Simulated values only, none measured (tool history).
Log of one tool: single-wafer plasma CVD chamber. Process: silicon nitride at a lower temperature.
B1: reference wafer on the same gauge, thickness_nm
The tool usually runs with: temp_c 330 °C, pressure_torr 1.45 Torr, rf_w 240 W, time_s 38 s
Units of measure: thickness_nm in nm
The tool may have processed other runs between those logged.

{"run": 1, "hour": 0.0, "temp_c": 330, "pressure_torr": 1.45, "rf_w": 240, "time_s": 38, "B1": 35.388, "thickness_nm": 35.084}
{"run": 2, "hour": 36.3, "temp_c": 330, "pressure_torr": 1.45, "rf_w": 210, "time_s": 38, "B1": 35.403, "thickness_nm": 30.603}
{"run": 3, "hour": 80.0, "temp_c": 330, "pressure_torr": 1.53, "rf_w": 240, "time_s": 35, "B1": 35.377, "thickness_nm": 32.508}
{"run": 4, "hour": 105.1, "temp_c": 330, "pressure_torr": 1.53, "rf_w": 240, "time_s": 35, "B1": 35.394, "thickness_nm": 32.466}
{"run": 5, "hour": 135.1, "temp_c": 330, "pressure_torr": 1.53, "rf_w": 240, "time_s": 35, "B1": 35.403, "thickness_nm": 32.221}
{"run": 6, "hour": 172.5, "temp_c": 330, "pressure_torr": 1.45, "rf_w": 240, "time_s": 38, "B1": 35.421, "thickness_nm": 34.797}
{"run": 7, "hour": 239.7, "temp_c": 340, "pressure_torr": 1.45, "rf_w": 240, "time_s": 38, "B1": 35.409, "thickness_nm": 34.207}
{"run": 8, "hour": 287.2, "temp_c": 340, "pressure_torr": 1.45, "rf_w": 240, "time_s": 38, "B1": 35.416, "thickness_nm": 34.37}
{"run": 9, "hour": 353.7, "temp_c": 330, "pressure_torr": 1.45, "rf_w": 240, "time_s": 35.4, "B1": 35.389, "thickness_nm": 32.034}
{"hour": 456.0, "done": "showerhead replaced"}
{"hour": 475.6, "done": "capacitance manometer re-zeroed and calibrated"}
{"run": 10, "hour": 490.4, "temp_c": 330, "pressure_torr": 1.45, "rf_w": 240, "time_s": 38, "B1": 35.394, "thickness_nm": 33.86}
{"run": 11, "hour": 520.4, "temp_c": 330, "pressure_torr": 1.45, "rf_w": 240, "time_s": 38, "B1": 35.424, "thickness_nm": 33.874}
{"hour": 567.5, "done": "RF generator calibrated"}
{"hour": 585.0, "done": "thermocouple changed; heater temperature recalibrated"}
{"run": 12, "hour": 585.5, "temp_c": 330, "pressure_torr": 1.25, "rf_w": 240, "time_s": 42.2, "B1": 35.383, "thickness_nm": 38.535}
{"run": 13, "hour": 640.0, "temp_c": 330, "pressure_torr": 1.45, "rf_w": 265, "time_s": 39.9, "B1": 35.426, "thickness_nm": 40.821}
{"hour": 680.7, "done": "gauge calibrated"}
{"run": 14, "hour": 706.3, "temp_c": 326, "pressure_torr": 1.28, "rf_w": 260, "time_s": 30.7, "B1": 35.409, "thickness_nm": 30.221}
{"run": 15, "hour": 775.2, "temp_c": 330, "pressure_torr": 1.45, "rf_w": 240, "time_s": 31, "B1": 35.363, "thickness_nm": 28.477}
{"run": 16, "hour": 824.6, "temp_c": 342, "pressure_torr": 1.45, "rf_w": 255, "time_s": 38, "B1": 35.422, "thickness_nm": 36.909}
{"run": 17, "hour": 881.1, "temp_c": 344, "pressure_torr": 1.16, "rf_w": 240, "time_s": 38, "B1": 35.408, "thickness_nm": 33.127}
{"run": 18, "hour": 939.6, "temp_c": 330, "pressure_torr": 1.45, "rf_w": 240, "time_s": 38, "B1": 35.39, "thickness_nm": 34.762}
{"run": 19, "hour": 998.5, "temp_c": 336, "pressure_torr": 1.72, "rf_w": 255, "time_s": 34, "B1": 35.389, "thickness_nm": 33.447}
{"run": 20, "hour": 1041.9, "temp_c": 339, "pressure_torr": 1.55, "rf_w": 210, "time_s": 44.4, "B1": 35.408, "thickness_nm": 34.993}
{"run": 21, "hour": 1090.8, "temp_c": 330, "pressure_torr": 1.17, "rf_w": 240, "time_s": 38, "B1": 35.41, "thickness_nm": 33.158}
{"run": 22, "hour": 1161.1, "temp_c": 315, "pressure_torr": 1.45, "rf_w": 240, "time_s": 38, "B1": 35.382, "thickness_nm": 34.224}
{"run": 23, "hour": 1227.3, "temp_c": 339, "pressure_torr": 1.55, "rf_w": 210, "time_s": 44.4, "B1": 35.407, "thickness_nm": 34.979}
{"run": 24, "hour": 1255.5, "temp_c": 330, "pressure_torr": 1.45, "rf_w": 220, "time_s": 32.5, "B1": 35.394, "thickness_nm": 26.484}
{"run": 25, "hour": 1322.1, "temp_c": 330, "pressure_torr": 1.45, "rf_w": 285, "time_s": 35.6, "B1": 35.403, "thickness_nm": 37.154}
{"hour": 1429.4, "done": "RF generator calibrated"}
{"run": 26, "hour": 1474.0, "temp_c": 330, "pressure_torr": 1.45, "rf_w": 240, "time_s": 38, "B1": 35.384, "thickness_nm": 35.423}
{"run": 27, "hour": 1509.3, "temp_c": 330, "pressure_torr": 1.45, "rf_w": 240, "time_s": 38, "B1": 35.403, "thickness_nm": 35.598}

Below, some changes in thickness_nm between adjacent runs. For each, the amount present without the hidden state too (settings, incoming material, random variation) and the amount remaining for the hidden state with gauge scatter not shared by both compared results:
Hidden state present: wafer temperature above the value expected at the setpoint (K); delivered RF power above the setpoint (%); true pressure above the setpoint (%); gauge reads high (%).
Run 11 -> 12: pressure_torr 1.45 -> 1.25, time_s 38 -> 42.2, RF generator calibrated, thermocouple changed; heater temperature recalibrated. thickness_nm +4.661 nm: hidden state +1.444, all else +3.217.
Run 13 -> 14: temp_c 330 -> 326, pressure_torr 1.45 -> 1.28, rf_w 265 -> 260, time_s 39.9 -> 30.7, gauge calibrated. thickness_nm -10.6 nm: hidden state +0.009, all else -10.609.
Run 24 -> 25: rf_w 220 -> 285, time_s 32.5 -> 35.6. thickness_nm +10.67 nm: hidden state -0.636, all else +11.306.
Run 25 -> 26: rf_w 285 -> 240, time_s 35.6 -> 38, RF generator calibrated. thickness_nm -1.731 nm: hidden state +1.924, all else -3.655.
